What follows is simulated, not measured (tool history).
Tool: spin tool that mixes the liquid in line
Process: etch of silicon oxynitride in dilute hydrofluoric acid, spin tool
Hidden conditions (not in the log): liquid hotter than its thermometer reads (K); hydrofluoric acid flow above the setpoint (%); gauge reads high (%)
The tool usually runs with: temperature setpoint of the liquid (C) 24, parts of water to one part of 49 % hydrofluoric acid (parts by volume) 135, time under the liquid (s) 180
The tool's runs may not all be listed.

| run | day | temperature setpoint of the liquid (C) | parts of water to one part of 49 % hydrofluoric acid (parts by volume) | time under the liquid (s) | wafers since the last listed run | hours since the thermometer was replaced | hours since the hydrofluoric acid flow meter was replaced | hours since the gauge calibration | read-back film thickness of the silicon oxynitride reference wafer, read on the same gauge (nm) | thickness taken off the silicon oxynitride on a monitor wafer (Å) |
|---|---|---|---|---|---|---|---|---|---|---|
| 1 | 0 | 24 | 135 | 180 | 0 | 1194.6 | 828.1 | 2796.8 | 50.005 | 36.08 |
| 2 | 3.917 | 24 | 135 | 180 | 708 | 1288.6 | 922.1 | 2890.8 | 49.986 | 35.98 |
| 3 | 7.183 | 24 | 90 | 180 | 590 | 1367 | 1000.5 | 2969.2 | 50.004 | 55.94 |
|  | 7.242 | hydrofluoric acid flow meter replaced |
| 4 | 11.033 | 24 | 95 | 180 | 688 | 1459.4 | 91 | 3061.6 | 50.01 | 53.58 |
| 5 | 14.183 | 24 | 95 | 180 | 569 | 1535 | 166.6 | 3137.2 | 49.983 | 53.11 |
| 6 | 18.629 | 24 | 135 | 180 | 804 | 1641.7 | 273.3 | 3243.9 | 50 | 36.51 |
| 7 | 20.667 | 24 | 135 | 180 | 368 | 1690.6 | 322.2 | 3292.8 | 50.005 | 36.74 |
| 8 | 23.088 | 24 | 135 | 150 | 437 | 1748.7 | 380.3 | 3350.9 | 50.051 | 30.48 |
| 9 | 27.088 | 24 | 135 | 150 | 723 | 1844.7 | 476.3 | 3446.9 | 50.015 | 30.73 |
| 10 | 29.067 | 24 | 135 | 150 | 357 | 1892.2 | 523.8 | 3494.4 | 49.979 | 30.12 |
| 11 | 31.362 | 24 | 135 | 180 | 415 | 1947.3 | 578.9 | 3549.5 | 50.016 | 36.76 |
| 12 | 35.329 | 24 | 170 | 215 | 717 | 2042.5 | 674.1 | 3644.7 | 50.02 | 33.54 |
| 13 | 38.829 | 24 | 170 | 215 | 633 | 2126.5 | 758.1 | 3728.7 | 49.989 | 34.34 |
| 14 | 41.621 | 24 | 135 | 155 | 504 | 2193.5 | 825.1 | 3795.7 | 50.026 | 32.07 |
| 15 | 44.562 | 24 | 135 | 155 | 532 | 2264.1 | 895.7 | 3866.3 | 49.985 | 31.88 |
| 16 | 46.512 | 28.5 | 170 | 95 | 352 | 2310.9 | 942.5 | 3913.1 | 49.982 | 17.98 |
|  | 47.867 | gauge calibrated |
| 17 | 49.554 | 24 | 135 | 180 | 550 | 2383.9 | 1015.5 | 40.5 | 49.99 | 37 |
|  | 51.792 | hydrofluoric acid flow meter replaced |
| 18 | 52.317 | 24 | 135 | 180 | 492 | 2450.2 | 12.6 | 106.8 | 49.984 | 36.38 |
| 19 | 56.779 | 19.5 | 90 | 210 | 807 | 2557.3 | 119.7 | 213.9 | 49.982 | 53.86 |
| 20 | 59.45 | 24 | 135 | 180 | 483 | 2621.4 | 183.8 | 278 | 50.039 | 37.27 |
| 21 | 62.088 | 24 | 105 | 75 | 477 | 2684.7 | 247.1 | 341.3 | 50.018 | 20.22 |
| 22 | 65.492 | 24 | 135 | 180 | 615 | 2766.4 | 328.8 | 423 | 50.026 | 37.51 |
|  | 68.962 | thermometer replaced |
| 23 | 69.846 | 29 | 135 | 105 | 780 | 21.2 | 433.3 | 527.5 | 50.036 | 25.58 |
| 24 | 71.488 | 24 | 135 | 180 | 296 | 60.6 | 472.7 | 566.9 | 49.988 | 35.19 |
| 25 | 73.312 | 24 | 135 | 180 | 330 | 104.4 | 516.5 | 610.7 | 50.016 | 35.74 |
| 26 | 78.938 | 25.5 | 160 | 180 | 1017 | 239.4 | 651.5 | 745.7 | 50.039 | 31.86 |
| 27 | 81.075 | 28 | 90 | 120 | 386 | 290.7 | 702.8 | 797 | 49.983 | 44.95 |
| 28 | 83.088 | 21 | 180 | 180 | 364 | 339 | 751.1 | 845.3 | 50.01 | 22.48 |
| 29 | 86.683 | 24 | 175 | 180 | 650 | 425.3 | 837.4 | 931.6 | 49.974 | 26.61 |
| 30 | 89.404 | 22.5 | 100 | 85 | 492 | 490.6 | 902.7 | 996.9 | 50.025 | 21.96 |
|  | 93.167 | hydrofluoric acid flow meter replaced |
| 31 | 93.612 | 24 | 190 | 70 | 753 | 591.6 | 10.7 | 1097.9 | 50.001 | 9.6 |
| 32 | 96.75 | 28 | 135 | 250 | 567 | 666.9 | 86 | 1173.2 | 50.035 | 59.36 |
| 33 | 106.275 | 24 | 135 | 180 | 1722 | 895.5 | 314.6 | 1401.8 | 50.001 | 36.23 |
| 34 | 110.121 | 19 | 70 | 180 | 695 | 987.8 | 406.9 | 1494.1 | 50.013 | 57.78 |

For each entry between runs, how does the tool's hidden state at the last listed run before it compare with that at the first listed run after it?
From run 3 to run 4: hydrofluoric acid flow meter replaced (day 7.242)
  liquid hotter than its thermometer reads (K): 0.769 -> 0.816
  measured result minus the result with no hidden state, thickness taken off the silicon oxynitride on a monitor wafer (Å): +2 -> +2.04
From run 16 to run 17: gauge calibrated (day 47.867)
  liquid hotter than its thermometer reads (K): 1.25 -> 1.28
  measured result minus the result with no hidden state, thickness taken off the silicon oxynitride on a monitor wafer (Å): +0.94 -> +2.12
From run 17 to run 18: hydrofluoric acid flow meter replaced (day 51.792)
  liquid hotter than its thermometer reads (K): 1.28 -> 1.32
  measured result minus the result with no hidden state, thickness taken off the silicon oxynitride on a monitor wafer (Å): +2.12 -> +2.14
From run 22 to run 23: thermometer replaced (day 68.962)
  liquid hotter than its thermometer reads (K): 1.48 -> 0.305
  measured result minus the result with no hidden state, thickness taken off the silicon oxynitride on a monitor wafer (Å): +2.47 -> +0.33
From run 30 to run 31: hydrofluoric acid flow meter replaced (day 93.167)
  liquid hotter than its thermometer reads (K): 0.542 -> 0.593
  measured result minus the result with no hidden state, thickness taken off the silicon oxynitride on a monitor wafer (Å): +0.56 -> +0.25

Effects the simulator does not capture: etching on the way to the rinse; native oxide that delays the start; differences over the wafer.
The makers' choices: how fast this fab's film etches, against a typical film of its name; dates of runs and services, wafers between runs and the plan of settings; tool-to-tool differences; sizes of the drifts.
